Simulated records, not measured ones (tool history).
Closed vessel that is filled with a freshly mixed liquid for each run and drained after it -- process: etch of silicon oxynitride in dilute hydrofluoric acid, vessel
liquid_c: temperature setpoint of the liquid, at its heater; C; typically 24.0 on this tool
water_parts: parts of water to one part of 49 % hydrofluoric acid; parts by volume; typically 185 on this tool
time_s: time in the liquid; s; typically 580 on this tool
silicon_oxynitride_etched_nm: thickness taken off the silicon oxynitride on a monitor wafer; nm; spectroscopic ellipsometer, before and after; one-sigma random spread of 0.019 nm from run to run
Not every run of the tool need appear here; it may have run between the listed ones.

run	hour	liquid_c	water_parts	time_s	wafers since the last listed run	hours since the thermometer was replaced	hours since the hydrofluoric acid flow meter was replaced	hours since the gauge calibration	read-back film thickness of the silicon oxynitride reference wafer, read on the same gauge (nm)	silicon_oxynitride_etched_nm
1	0.0	24.0	185	685	0	1039.0	1736.5	973.5	110.02	7.14
2	53.4	24.0	185	580	2591	1092.4	1789.9	1026.9	110.00	6.04
3	105.1	24.0	185	580	2508	1144.1	1841.6	1078.6	109.99	6.06
4	142.4	24.0	150	580	1809	1181.4	1878.9	1115.9	109.99	7.68
5	181.5	24.0	150	580	1897	1220.5	1918.0	1155.0	110.00	7.72
6	217.6	24.0	185	580	1751	1256.6	1954.1	1191.1	110.00	6.09
7	267.5	24.0	150	675	2421	1306.5	2004.0	1241.0	109.99	8.99
8	316.7	24.0	150	675	2387	1355.7	2053.2	1290.2	109.99	9.00
9	402.0	24.0	150	675	4138	1441.0	2138.5	1375.5	110.00	9.02
# hour 467.8: hydrofluoric acid flow meter replaced
10	468.3	24.0	185	580	3168	1507.3	0.5	1441.8	109.97	6.08
11	503.2	24.0	185	580	1693	1542.2	35.4	1476.7	109.98	6.10
12	557.9	24.0	185	580	2654	1596.9	90.1	1531.4	109.99	6.11
13	661.1	26.0	185	790	5007	1700.1	193.3	1634.6	110.02	9.09
# hour 695.0: gauge calibrated
14	719.9	24.0	185	580	2853	1758.9	252.1	24.9	110.00	6.13
15	746.3	24.0	185	580	1280	1785.3	278.5	51.3	109.99	6.13
16	789.0	22.0	125	455	2071	1828.0	321.2	94.0	109.99	6.86
17	835.7	24.0	130	240	2266	1874.7	367.9	140.7	110.00	3.81
18	885.2	19.0	210	450	2401	1924.2	417.4	190.2	110.02	3.30
19	940.2	24.0	185	580	2668	1979.2	472.4	245.2	110.00	6.17
20	968.0	24.0	110	470	1348	2007.0	500.2	273.0	110.00	8.95
21	996.0	20.5	260	415	1358	2035.0	528.2	301.0	110.00	2.55
# hour 1028.9: thermometer replaced
22	1035.2	22.0	145	255	1853	6.3	567.4	340.2	110.00	3.38
23	1076.1	26.0	100	335	1984	47.2	608.3	381.1	110.00	8.06
24	1122.8	24.0	185	580	2266	93.9	655.0	427.8	110.00	6.38
25	1177.0	27.5	185	395	2629	148.1	709.2	482.0	110.00	5.04
26	1205.0	26.0	100	335	1358	176.1	737.2	510.0	110.02	8.08
27	1252.8	24.0	185	920	2319	223.9	785.0	557.8	109.99	10.17
28	1453.0	24.0	100	580	9714	424.1	985.2	758.0	110.00	12.72
# hour 1455.0: thermometer replaced, repeated, since the last time left the tool worse
29	1522.6	24.0	185	580	3328	67.6	1054.8	827.6	110.01	5.96
30	1565.7	24.0	255	925	2091	110.7	1097.9	870.7	110.01	6.55
31	1635.4	22.5	145	580	3382	180.4	1167.6	940.4	109.98	7.30
32	1676.5	25.5	215	365	1994	221.5	1208.7	981.5	109.98	3.36
33	1736.1	20.0	220	370	2891	281.1	1268.3	1041.1	110.01	2.60
34	1783.2	24.0	185	580	2285	328.2	1315.4	1088.2	110.02	5.97

3 ways to go on from here, each from the tool as it stands after run 34. What would each give?
A	1784.0	24.0	185	580	38	329.0	1316.2	1089.0	?	?
B	1784.0	24.0	210	280	38	329.0	1316.2	1089.0	?	?
C	1784.0	20.0	210	375	38	329.0	1316.2	1089.0	?	?

run	read-back film thickness of the silicon oxynitride reference wafer, read on the same gauge (nm)	silicon_oxynitride_etched_nm
A	110.00	5.99
B	110.00	2.50
C	110.00	2.79
The same runs, with their run-to-run variation unchanged, on a tool lacking any hidden condition would have given:
run	silicon_oxynitride_etched_nm
A	5.95
B	2.48
C	2.77

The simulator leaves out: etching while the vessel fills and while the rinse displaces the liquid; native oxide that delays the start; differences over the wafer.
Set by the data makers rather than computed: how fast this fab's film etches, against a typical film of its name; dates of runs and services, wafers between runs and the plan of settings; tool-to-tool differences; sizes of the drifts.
